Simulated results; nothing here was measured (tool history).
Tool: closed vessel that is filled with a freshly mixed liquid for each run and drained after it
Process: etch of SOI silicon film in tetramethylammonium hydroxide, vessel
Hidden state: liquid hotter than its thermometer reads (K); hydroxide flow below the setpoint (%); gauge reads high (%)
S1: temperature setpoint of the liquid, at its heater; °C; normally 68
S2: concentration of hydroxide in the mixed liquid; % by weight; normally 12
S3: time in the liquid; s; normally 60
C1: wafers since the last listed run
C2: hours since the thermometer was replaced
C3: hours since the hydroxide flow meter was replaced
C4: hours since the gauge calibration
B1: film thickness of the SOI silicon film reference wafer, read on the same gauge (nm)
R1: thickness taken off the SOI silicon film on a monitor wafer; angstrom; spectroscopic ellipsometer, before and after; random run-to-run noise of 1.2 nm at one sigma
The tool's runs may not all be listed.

run,hour,S1,S2,S3,C1,C2,C3,C4,B1,R1
1,0,71.5,12,60,0,79.6,1127.5,1489.2,109.99,4511.2
2,62.2,71.5,12,60,4170,141.8,1189.7,1551.4,110.01,4515.9
3,367.5,68,12,60,20472,447.1,1495,1856.7,109.97,3719.3
4,465,68,13.5,60,6537,544.6,1592.5,1954.2,109.98,3564
# hour 553.5: thermometer replaced
5,560.2,68,13.5,60,6316,6.7,1687.7,2049.4,110,3477.2
6,642.3,72,12,75,5505,88.8,1769.8,2131.5,110,5767
7,704,72,12,75,4137,150.5,1831.5,2193.2,109.99,5840.7
# hour 792.9: gauge calibrated
8,811.4,68,12,70,7201,257.9,1938.9,18.5,110,4296.8
9,863.4,68,12,70,3486,309.9,1990.9,70.5,110.01,4322.8
# hour 890.9: hydroxide flow meter replaced
10,922.2,68,12,70,3875,368.7,31.3,129.3,110.01,4355.1
11,1012.9,68,14.5,60,6081,459.4,122,220,110.03,3416
12,1089.8,74,12,60,5156,536.3,198.9,296.9,110.03,5324.9
# hour 1161.2: thermometer replaced
13,1195.8,68,12,80,7040,34.6,304.9,402.9,110,4891.3
14,1281.3,68,9.5,60,5733,120.1,390.4,488.4,109.97,4015.4
15,1333.5,64.5,12,90,3500,172.3,442.6,540.6,110.02,4485.8
16,1433.9,73.5,11,75,6732,272.7,543,641,109.97,6628.6
17,1475.4,64.5,12,90,2782,314.2,584.5,682.5,109.96,4546.6
18,1563,68,12,50,5874,401.8,672.1,770.1,110.01,3117.5
19,1859.5,68,15.5,60,19881,698.3,968.6,1066.6,110.01,3341.9
20,1912,74.5,14,85,3520,750.8,1021.1,1119.1,110.02,7276.3
# hour 1944.8: thermometer replaced
21,1975.6,75.5,12,45,4197,30.8,1084.7,1182.7,109.96,4240.4
22,2057.9,68,12,30,5518,113.1,1167,1265,110.03,1837.9
23,2143.5,68,12,50,5739,198.7,1252.6,1350.6,110.01,3091
24,2220.8,62.5,12,35,5183,276,1329.9,1427.9,110.01,1549.7
25,2269.8,68,12,60,3285,325,1378.9,1476.9,110.01,3720.5
26,2375.9,68,12,70,7114,431.1,1485,1583,109.99,4346.2
27,2436.8,68,12,85,4083,492,1545.9,1643.9,109.98,5279
28,2528.3,62,12,80,6135,583.5,1637.4,1735.4,110.04,3518.3
29,2594.3,68,15,35,4425,649.5,1703.4,1801.4,110.01,1980.5
# hour 2628.4: thermometer replaced
30,2694.2,68,12,60,6631,65.8,1803.3,1901.3,110.02,3663.6
31,2799.6,62.5,13,60,7067,171.2,1908.7,2006.7,109.99,2551.3
32,2903.2,63.5,12,30,6946,274.8,2012.3,2110.3,109.98,1411.4

Here are 5 independent what-if runs from the current tool condition. What would each one return?
A,2903.9,60.5,12,60,46,275.5,2013,2111,?,?
B,2903.9,68,12,35,46,275.5,2013,2111,?,?
C,2903.9,71.5,15.5,85,46,275.5,2013,2111,?,?
D,2903.9,74.5,9,60,46,275.5,2013,2111,?,?
E,2903.9,64.5,10.5,75,46,275.5,2013,2111,?,?

run,B1,R1
A,110,2357.5
B,110,2167.3
C,110,5746.9
D,110,6035.3
E,110,3956.6
What these runs would have given with no unlogged condition in the tool:
run,R1
A,2325.5
B,2139.2
C,5673.9
D,5959.9
E,3904.2

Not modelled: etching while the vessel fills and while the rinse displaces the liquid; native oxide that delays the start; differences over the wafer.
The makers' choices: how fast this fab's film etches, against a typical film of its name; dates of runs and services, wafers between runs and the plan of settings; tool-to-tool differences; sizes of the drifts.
